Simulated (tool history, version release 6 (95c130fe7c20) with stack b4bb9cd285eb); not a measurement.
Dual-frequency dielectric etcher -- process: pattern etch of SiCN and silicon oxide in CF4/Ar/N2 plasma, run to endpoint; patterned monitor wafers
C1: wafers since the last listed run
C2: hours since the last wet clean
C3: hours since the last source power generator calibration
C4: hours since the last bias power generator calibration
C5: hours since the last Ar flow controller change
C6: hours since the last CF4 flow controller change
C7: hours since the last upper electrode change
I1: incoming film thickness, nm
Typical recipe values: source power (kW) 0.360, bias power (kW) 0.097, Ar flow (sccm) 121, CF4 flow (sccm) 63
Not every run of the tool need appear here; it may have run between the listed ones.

run 1 day=0.000 | source_power_(kW)=0.360 bias_power_(kW)=0.097 Ar_flow_(sccm)=121 CF4_flow_(sccm)=63 | C1=0 C2=348.7 C3=3024.5 C4=4039.7 C5=3601.0 C6=5393.2 C7=2615.8 | I1=14.19 | endpoint_time_(s)=17.8
run 2 day=0.496 | source_power_(kW)=0.360 bias_power_(kW)=0.097 Ar_flow_(sccm)=121 CF4_flow_(sccm)=63 | C1=127 C2=360.6 C3=3036.4 C4=4051.6 C5=3612.9 C6=5405.1 C7=2627.7 | I1=14.31 | endpoint_time_(s)=17.9
run 3 day=1.142 | source_power_(kW)=0.360 bias_power_(kW)=0.097 Ar_flow_(sccm)=121 CF4_flow_(sccm)=63 | C1=165 C2=376.1 C3=3051.9 C4=4067.1 C5=3628.4 C6=5420.6 C7=2643.2 | I1=14.16 | endpoint_time_(s)=17.2
run 4 day=1.404 | source_power_(kW)=0.360 bias_power_(kW)=0.097 Ar_flow_(sccm)=121 CF4_flow_(sccm)=63 | C1=67 C2=382.4 C3=3058.2 C4=4073.4 C5=3634.7 C6=5426.9 C7=2649.5 | I1=14.18 | endpoint_time_(s)=17.2
run 5 day=1.829 | source_power_(kW)=0.360 bias_power_(kW)=0.087 Ar_flow_(sccm)=121 CF4_flow_(sccm)=63 | C1=109 C2=392.6 C3=3068.4 C4=4083.6 C5=3644.9 C6=5437.1 C7=2659.7 | I1=14.15 | endpoint_time_(s)=18.1
run 6 day=2.150 | source_power_(kW)=0.360 bias_power_(kW)=0.097 Ar_flow_(sccm)=121 CF4_flow_(sccm)=63 | C1=82 C2=400.3 C3=3076.1 C4=4091.3 C5=3652.6 C6=5444.8 C7=2667.4 | I1=14.19 | endpoint_time_(s)=17.5
run 7 day=2.875 | source_power_(kW)=0.360 bias_power_(kW)=0.097 Ar_flow_(sccm)=121 CF4_flow_(sccm)=63 | C1=186 C2=417.7 C3=3093.5 C4=4108.7 C5=3670.0 C6=5462.2 C7=2684.8 | I1=14.19 | endpoint_time_(s)=17.5
-- day=3.504 source power generator calibrated
run 8 day=3.525 | source_power_(kW)=0.360 bias_power_(kW)=0.097 Ar_flow_(sccm)=121 CF4_flow_(sccm)=63 | C1=124 C2=433.3 C3=0.5 C4=4124.3 C5=3685.6 C6=5477.8 C7=2700.4 | I1=14.13 | endpoint_time_(s)=17.5
-- day=4.112 bias power generator calibrated
-- day=4.738 Ar flow controller replaced
-- day=4.979 wet clean of the chamber
run 9 day=5.000 | source_power_(kW)=0.360 bias_power_(kW)=0.097 Ar_flow_(sccm)=121 CF4_flow_(sccm)=63 | C1=210 C2=0.5 C3=35.9 C4=21.3 C5=6.3 C6=5513.2 C7=2735.8 | I1=14.10 | endpoint_time_(s)=17.2
run 10 day=5.012 | source_power_(kW)=0.360 bias_power_(kW)=0.097 Ar_flow_(sccm)=109 CF4_flow_(sccm)=63 | C1=3 C2=0.8 C3=36.2 C4=21.6 C5=6.6 C6=5513.5 C7=2736.1 | I1=14.08 | endpoint_time_(s)=17.1
run 11 day=5.296 | source_power_(kW)=0.360 bias_power_(kW)=0.097 Ar_flow_(sccm)=109 CF4_flow_(sccm)=63 | C1=72 C2=7.6 C3=43.0 C4=28.4 C5=13.4 C6=5520.3 C7=2742.9 | I1=14.13 | endpoint_time_(s)=17.0
run 12 day=7.112 | source_power_(kW)=0.300 bias_power_(kW)=0.120 Ar_flow_(sccm)=132 CF4_flow_(sccm)=63 | C1=466 C2=51.2 C3=86.6 C4=72.0 C5=57.0 C6=5563.9 C7=2786.5 | I1=14.19 | endpoint_time_(s)=20.2
run 13 day=7.612 | source_power_(kW)=0.360 bias_power_(kW)=0.097 Ar_flow_(sccm)=121 CF4_flow_(sccm)=63 | C1=128 C2=63.2 C3=98.6 C4=84.0 C5=69.0 C6=5575.9 C7=2798.5 | I1=14.39 | endpoint_time_(s)=18.0
-- day=8.754 upper electrode replaced
run 14 day=8.775 | source_power_(kW)=0.360 bias_power_(kW)=0.097 Ar_flow_(sccm)=121 CF4_flow_(sccm)=72 | C1=41 C2=91.1 C3=126.5 C4=111.9 C5=96.9 C6=5603.8 C7=0.5 | I1=14.16 | endpoint_time_(s)=17.4
run 15 day=8.788 | source_power_(kW)=0.360 bias_power_(kW)=0.097 Ar_flow_(sccm)=121 CF4_flow_(sccm)=63 | C1=3 C2=91.4 C3=126.8 C4=112.2 C5=97.2 C6=5604.1 C7=0.8 | I1=14.34 | endpoint_time_(s)=17.8
run 16 day=9.358 | source_power_(kW)=0.410 bias_power_(kW)=0.083 Ar_flow_(sccm)=105 CF4_flow_(sccm)=63 | C1=146 C2=105.1 C3=140.5 C4=125.9 C5=110.9 C6=5617.8 C7=14.5 | I1=14.20 | endpoint_time_(s)=15.8
-- day=9.721 CF4 flow controller replaced
run 17 day=9.842 | source_power_(kW)=0.360 bias_power_(kW)=0.117 Ar_flow_(sccm)=147 CF4_flow_(sccm)=63 | C1=59 C2=116.7 C3=152.1 C4=137.5 C5=122.5 C6=2.9 C7=26.1 | I1=14.18 | endpoint_time_(s)=16.8
run 18 day=10.162 | source_power_(kW)=0.360 bias_power_(kW)=0.097 Ar_flow_(sccm)=102 CF4_flow_(sccm)=63 | C1=82 C2=124.4 C3=159.8 C4=145.2 C5=130.2 C6=10.6 C7=33.8 | I1=14.33 | endpoint_time_(s)=16.9
run 19 day=10.517 | source_power_(kW)=0.380 bias_power_(kW)=0.076 Ar_flow_(sccm)=121 CF4_flow_(sccm)=52 | C1=90 C2=132.9 C3=168.3 C4=153.7 C5=138.7 C6=19.1 C7=42.3 | I1=14.23 | endpoint_time_(s)=18.7
run 20 day=11.054 | source_power_(kW)=0.300 bias_power_(kW)=0.120 Ar_flow_(sccm)=132 CF4_flow_(sccm)=63 | C1=138 C2=145.8 C3=181.2 C4=166.6 C5=151.6 C6=32.0 C7=55.2 | I1=14.23 | endpoint_time_(s)=20.2
run 21 day=11.417 | source_power_(kW)=0.420 bias_power_(kW)=0.111 Ar_flow_(sccm)=98 CF4_flow_(sccm)=63 | C1=93 C2=154.5 C3=189.9 C4=175.3 C5=160.3 C6=40.7 C7=63.9 | I1=14.28 | endpoint_time_(s)=13.7
run 22 day=11.992 | source_power_(kW)=0.360 bias_power_(kW)=0.084 Ar_flow_(sccm)=92 CF4_flow_(sccm)=63 | C1=147 C2=168.3 C3=203.7 C4=189.1 C5=174.1 C6=54.5 C7=77.7 | I1=14.18 | endpoint_time_(s)=17.4
run 23 day=12.679 | source_power_(kW)=0.360 bias_power_(kW)=0.113 Ar_flow_(sccm)=121 CF4_flow_(sccm)=63 | C1=176 C2=184.8 C3=220.2 C4=205.6 C5=190.6 C6=71.0 C7=94.2 | I1=14.15 | endpoint_time_(s)=16.3
run 24 day=12.938 | source_power_(kW)=0.360 bias_power_(kW)=0.097 Ar_flow_(sccm)=121 CF4_flow_(sccm)=77 | C1=66 C2=191.0 C3=226.4 C4=211.8 C5=196.8 C6=77.2 C7=100.4 | I1=14.26 | endpoint_time_(s)=17.0
run 25 day=13.533 | source_power_(kW)=0.410 bias_power_(kW)=0.080 Ar_flow_(sccm)=121 CF4_flow_(sccm)=54 | C1=153 C2=205.3 C3=240.7 C4=226.1 C5=211.1 C6=91.5 C7=114.7 | I1=14.27 | endpoint_time_(s)=16.9

Alternative continuations, all from the tool just after run 25; predict every row:
run A day=13.550 | source_power_(kW)=0.360 bias_power_(kW)=0.097 Ar_flow_(sccm)=121 CF4_flow_(sccm)=63 | C1=4 C2=205.7 C3=241.1 C4=226.5 C5=211.5 C6=91.9 C7=115.1 | I1=14.18 | endpoint_time_(s)=?
run B day=13.550 | source_power_(kW)=0.430 bias_power_(kW)=0.097 Ar_flow_(sccm)=121 CF4_flow_(sccm)=48 | C1=4 C2=205.7 C3=241.1 C4=226.5 C5=211.5 C6=91.9 C7=115.1 | I1=14.18 | endpoint_time_(s)=?
run C day=13.550 | source_power_(kW)=0.400 bias_power_(kW)=0.104 Ar_flow_(sccm)=137 CF4_flow_(sccm)=63 | C1=4 C2=205.7 C3=241.1 C4=226.5 C5=211.5 C6=91.9 C7=115.1 | I1=14.18 | endpoint_time_(s)=?

run=A endpoint_time_(s)=17.6
run=B endpoint_time_(s)=15.1
run=C endpoint_time_(s)=15.6
Had the tool no hidden state, the same runs would have come out as:
run=A endpoint_time_(s)=17.6
run=B endpoint_time_(s)=15.1
run=C endpoint_time_(s)=15.6

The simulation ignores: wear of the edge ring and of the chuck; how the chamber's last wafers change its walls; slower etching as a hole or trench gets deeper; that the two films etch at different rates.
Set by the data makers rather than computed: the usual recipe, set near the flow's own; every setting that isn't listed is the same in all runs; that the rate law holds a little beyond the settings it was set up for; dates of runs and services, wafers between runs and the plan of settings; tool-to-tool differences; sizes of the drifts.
